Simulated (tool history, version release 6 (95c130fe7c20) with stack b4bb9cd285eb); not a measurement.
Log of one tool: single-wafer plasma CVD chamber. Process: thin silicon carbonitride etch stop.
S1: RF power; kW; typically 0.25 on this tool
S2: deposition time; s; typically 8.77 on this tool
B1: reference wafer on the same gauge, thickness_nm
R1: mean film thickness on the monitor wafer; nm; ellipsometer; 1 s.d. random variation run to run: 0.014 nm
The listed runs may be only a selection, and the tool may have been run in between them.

run    hour     S1     S2     B1     R1
  1       0   0.25   8.77  5.592  4.688
  2    41.1   0.25   8.77  5.587  4.701
  3   310.3   0.25   8.77   5.59  4.681
  4   356.8   0.25   8.77   5.59  4.686
  5   412.9   0.25   8.77   5.59  4.652
  6     470   0.25   8.77  5.589  4.682
  7   508.4   0.25   9.41  5.589  4.998
  8     552   0.25   9.41  5.589  4.983
  9   656.8   0.25   7.47  5.591  3.978
 10   731.1   0.25   7.47   5.59  3.977
 11   788.9   0.25   7.47   5.59  3.948
      816.5  -- thermocouple changed; heater temperature recalibrated
 12   864.7   0.25   8.77  5.593  4.669
 13   933.4   0.25   9.74  5.592  5.154
        961  -- RF generator calibrated
 14   970.7   0.25   9.74  5.591  5.269
     1019.6  -- gauge calibrated
 15  1044.5   0.25   8.34  5.591  4.516
 16  1119.8  0.215   8.36  5.591  4.353
 17  1207.8   0.25   8.77  5.588  4.714
 18  1366.6  0.275   9.36  5.589  5.156
 19    1406   0.27   8.77  5.591  4.829
 20  1462.1   0.21   8.77  5.592  4.507
 21  1510.9  0.205    7.1  5.588  3.639
 22  1552.4   0.29   8.77   5.59  4.878
     1650.4  -- showerhead replaced
 23    1657   0.28   9.83  5.591  5.466
 24  1721.8   0.21   8.77   5.59  4.512
 25  1785.2  0.205  10.32  5.591  5.287
 26    1838   0.27   9.59  5.589  5.251
 27  1928.7  0.225  10.28   5.59  5.338
 28  1978.1  0.225   8.77  5.589  4.574
 29  2022.3   0.23   7.94  5.591   4.17
 30  2104.7  0.205    9.3  5.587  4.773
 31  2160.5   0.25   9.74  5.588  5.214
 32  2225.6  0.215   9.96   5.59  5.132
 33  2315.2  0.205  10.32   5.59  5.267
 34  2353.7   0.21   7.92  5.587  4.037
 35    2459  0.265   8.77  5.588  4.748

For each run, the measured value with the value that run would have given without the tool's hidden condition subtracted. The run-to-run variation is shared by both, the gauge scatter possibly not:
Hidden state present: wafer temperature above the value expected at the setpoint (K); delivered RF power above the setpoint (%); gauge reads high (%).
run      R1
  1   -0.06
  2  -0.062
  3  -0.075
  4  -0.077
  5  -0.079
  6  -0.083
  7   -0.09
  8  -0.092
  9  -0.078
 10  -0.081
 11  -0.083
 12  -0.101
 13  -0.116
 14  -0.012
 15  -0.013
 16  -0.016
 17  -0.022
 18  -0.031
 19  -0.031
 20  -0.031
 21  -0.027
 22  -0.039
 23  -0.049
 24  -0.043
 25  -0.054
 26  -0.056
 27  -0.062
 28  -0.056
 29  -0.052
 30  -0.064
 31  -0.073
 32  -0.075
 33  -0.082
 34  -0.065
 35  -0.081
